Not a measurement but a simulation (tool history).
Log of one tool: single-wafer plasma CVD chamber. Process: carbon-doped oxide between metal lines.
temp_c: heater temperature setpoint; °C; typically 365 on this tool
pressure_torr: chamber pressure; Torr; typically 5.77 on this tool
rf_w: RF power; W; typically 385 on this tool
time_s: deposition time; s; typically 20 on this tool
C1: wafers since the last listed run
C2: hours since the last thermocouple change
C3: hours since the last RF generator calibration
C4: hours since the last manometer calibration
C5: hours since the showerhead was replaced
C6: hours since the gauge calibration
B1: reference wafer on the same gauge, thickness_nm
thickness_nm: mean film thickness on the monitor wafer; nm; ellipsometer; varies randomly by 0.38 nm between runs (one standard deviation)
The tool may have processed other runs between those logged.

run 1 hour=0 | temp_c=365 pressure_torr=5.77 rf_w=415 time_s=20 | C1=0 C2=1378.6 C3=74.2 C4=1492.6 C5=7578.3 C6=703.5 | B1=79.647 | thickness_nm=98.788
run 2 hour=31.4 | temp_c=365 pressure_torr=6.2 rf_w=385 time_s=20 | C1=774 C2=1410 C3=105.6 C4=1524 C5=7609.7 C6=734.9 | B1=79.754 | thickness_nm=94.431
run 3 hour=85.6 | temp_c=365 pressure_torr=6.2 rf_w=385 time_s=20 | C1=1337 C2=1464.2 C3=159.8 C4=1578.2 C5=7663.9 C6=789.1 | B1=79.525 | thickness_nm=94.352
run 4 hour=151 | temp_c=365 pressure_torr=6.2 rf_w=385 time_s=20 | C1=1613 C2=1529.6 C3=225.2 C4=1643.6 C5=7729.3 C6=854.5 | B1=79.513 | thickness_nm=94.369
run 5 hour=203.7 | temp_c=365 pressure_torr=5.77 rf_w=385 time_s=17.7 | C1=1300 C2=1582.3 C3=277.9 C4=1696.3 C5=7782 C6=907.2 | B1=79.574 | thickness_nm=82.29
run 6 hour=257.5 | temp_c=365 pressure_torr=5.77 rf_w=385 time_s=17.7 | C1=1327 C2=1636.1 C3=331.7 C4=1750.1 C5=7835.8 C6=961 | B1=79.573 | thickness_nm=82.254
run 7 hour=286.1 | temp_c=365 pressure_torr=6.5 rf_w=385 time_s=21.2 | C1=705 C2=1664.7 C3=360.3 C4=1778.7 C5=7864.4 C6=989.6 | B1=79.633 | thickness_nm=99.73
run 8 hour=339.2 | temp_c=365 pressure_torr=6.5 rf_w=385 time_s=21.2 | C1=1310 C2=1717.8 C3=413.4 C4=1831.8 C5=7917.5 C6=1042.7 | B1=79.578 | thickness_nm=99.714
run 9 hour=363.8 | temp_c=359 pressure_torr=5.77 rf_w=385 time_s=20 | C1=607 C2=1742.4 C3=438 C4=1856.4 C5=7942.1 C6=1067.3 | B1=79.623 | thickness_nm=94.84
run 10 hour=406 | temp_c=359 pressure_torr=5.77 rf_w=385 time_s=20 | C1=1041 C2=1784.6 C3=480.2 C4=1898.6 C5=7984.3 C6=1109.5 | B1=79.693 | thickness_nm=94.225
run 11 hour=542.8 | temp_c=353 pressure_torr=5.77 rf_w=385 time_s=20 | C1=3375 C2=1921.4 C3=617 C4=2035.4 C5=8121.1 C6=1246.3 | B1=79.519 | thickness_nm=95.526
-- hour=568.4 thermocouple changed; heater temperature recalibrated
run 12 hour=611.5 | temp_c=365 pressure_torr=5.77 rf_w=385 time_s=20 | C1=1497 C2=43.1 C3=685.7 C4=2104.1 C5=8189.8 C6=1315 | B1=79.571 | thickness_nm=93.348
run 13 hour=683 | temp_c=365 pressure_torr=5.77 rf_w=385 time_s=20 | C1=1764 C2=114.6 C3=757.2 C4=2175.6 C5=8261.3 C6=1386.5 | B1=79.614 | thickness_nm=93.135
run 14 hour=751.1 | temp_c=365 pressure_torr=5.77 rf_w=420 time_s=20 | C1=1680 C2=182.7 C3=825.3 C4=2243.7 C5=8329.4 C6=1454.6 | B1=79.738 | thickness_nm=99.036
-- hour=764.9 showerhead replaced
run 15 hour=822.7 | temp_c=370 pressure_torr=6.54 rf_w=425 time_s=17.5 | C1=1569 C2=254.3 C3=896.9 C4=2315.3 C5=57.8 C6=1526.2 | B1=79.609 | thickness_nm=89.139
run 16 hour=890.8 | temp_c=377 pressure_torr=6.25 rf_w=315 time_s=23.7 | C1=1680 C2=322.4 C3=965 C4=2383.4 C5=125.9 C6=1594.3 | B1=79.6 | thickness_nm=92.842
run 17 hour=930.7 | temp_c=377 pressure_torr=6.94 rf_w=345 time_s=16.9 | C1=984 C2=362.3 C3=1004.9 C4=2423.3 C5=165.8 C6=1634.2 | B1=79.57 | thickness_nm=71.382
run 18 hour=960.1 | temp_c=365 pressure_torr=5.77 rf_w=340 time_s=20 | C1=725 C2=391.7 C3=1034.3 C4=2452.7 C5=195.2 C6=1663.6 | B1=79.532 | thickness_nm=84.519
run 19 hour=1020.8 | temp_c=365 pressure_torr=5.77 rf_w=385 time_s=20 | C1=1497 C2=452.4 C3=1095 C4=2513.4 C5=255.9 C6=1724.3 | B1=79.698 | thickness_nm=93.067
-- hour=1031.1 capacitance manometer re-zeroed and calibrated
-- hour=1039.1 gauge calibrated
run 20 hour=1091 | temp_c=350 pressure_torr=5.77 rf_w=330 time_s=22.2 | C1=1534 C2=522.6 C3=1165.2 C4=59.9 C5=326.1 C6=51.9 | B1=79.535 | thickness_nm=94.435
-- hour=1107.2 RF generator calibrated
run 21 hour=1161.9 | temp_c=353 pressure_torr=5.77 rf_w=385 time_s=16.5 | C1=1552 C2=593.5 C3=54.7 C4=130.8 C5=397 C6=122.8 | B1=79.551 | thickness_nm=79.206
run 22 hour=1232.4 | temp_c=378 pressure_torr=5.4 rf_w=385 time_s=20 | C1=1739 C2=664 C3=125.2 C4=201.3 C5=467.5 C6=193.3 | B1=79.602 | thickness_nm=89.988
run 23 hour=1289.3 | temp_c=365 pressure_torr=4.64 rf_w=385 time_s=17.9 | C1=1404 C2=720.9 C3=182.1 C4=258.2 C5=524.4 C6=250.2 | B1=79.584 | thickness_nm=80.102
run 24 hour=1335.4 | temp_c=365 pressure_torr=5.77 rf_w=315 time_s=20 | C1=1137 C2=767 C3=228.2 C4=304.3 C5=570.5 C6=296.3 | B1=79.525 | thickness_nm=79.167
run 25 hour=1366.6 | temp_c=365 pressure_torr=5.77 rf_w=385 time_s=20 | C1=769 C2=798.2 C3=259.4 C4=335.5 C5=601.7 C6=327.5 | B1=79.646 | thickness_nm=93.252
run 26 hour=1422.2 | temp_c=365 pressure_torr=4.48 rf_w=460 time_s=21.2 | C1=1372 C2=853.8 C3=315 C4=391.1 C5=657.3 C6=383.1 | B1=79.512 | thickness_nm=108.156
run 27 hour=1477.2 | temp_c=365 pressure_torr=5.77 rf_w=340 time_s=20 | C1=1357 C2=908.8 C3=370 C4=446.1 C5=712.3 C6=438.1 | B1=79.606 | thickness_nm=84.693
run 28 hour=1517.2 | temp_c=365 pressure_torr=6.44 rf_w=455 time_s=20 | C1=987 C2=948.8 C3=410 C4=486.1 C5=752.3 C6=478.1 | B1=79.418 | thickness_nm=108.53
run 29 hour=1542.5 | temp_c=365 pressure_torr=5.77 rf_w=385 time_s=20 | C1=624 C2=974.1 C3=435.3 C4=511.4 C5=777.6 C6=503.4 | B1=79.632 | thickness_nm=92.753

Forecast each of these 3 alternatives for the next run:
run A hour=1542.9 | temp_c=365 pressure_torr=5.77 rf_w=385 time_s=18.2 | C1=9 C2=974.5 C3=435.7 C4=511.8 C5=778 C6=503.8 | B1=? | thickness_nm=?
run B hour=1542.9 | temp_c=357 pressure_torr=5.77 rf_w=315 time_s=20 | C1=9 C2=974.5 C3=435.7 C4=511.8 C5=778 C6=503.8 | B1=? | thickness_nm=?
run C hour=1542.9 | temp_c=356 pressure_torr=6.58 rf_w=385 time_s=20 | C1=9 C2=974.5 C3=435.7 C4=511.8 C5=778 C6=503.8 | B1=? | thickness_nm=?

run=A B1=79.56 thickness_nm=84.814
run=B B1=79.56 thickness_nm=80.402
run=C B1=79.56 thickness_nm=96.411
Stripped of hidden state, with their random variation kept, the same runs would have yielded:
run=A thickness_nm=84.814
run=B thickness_nm=80.402
run=C thickness_nm=96.411

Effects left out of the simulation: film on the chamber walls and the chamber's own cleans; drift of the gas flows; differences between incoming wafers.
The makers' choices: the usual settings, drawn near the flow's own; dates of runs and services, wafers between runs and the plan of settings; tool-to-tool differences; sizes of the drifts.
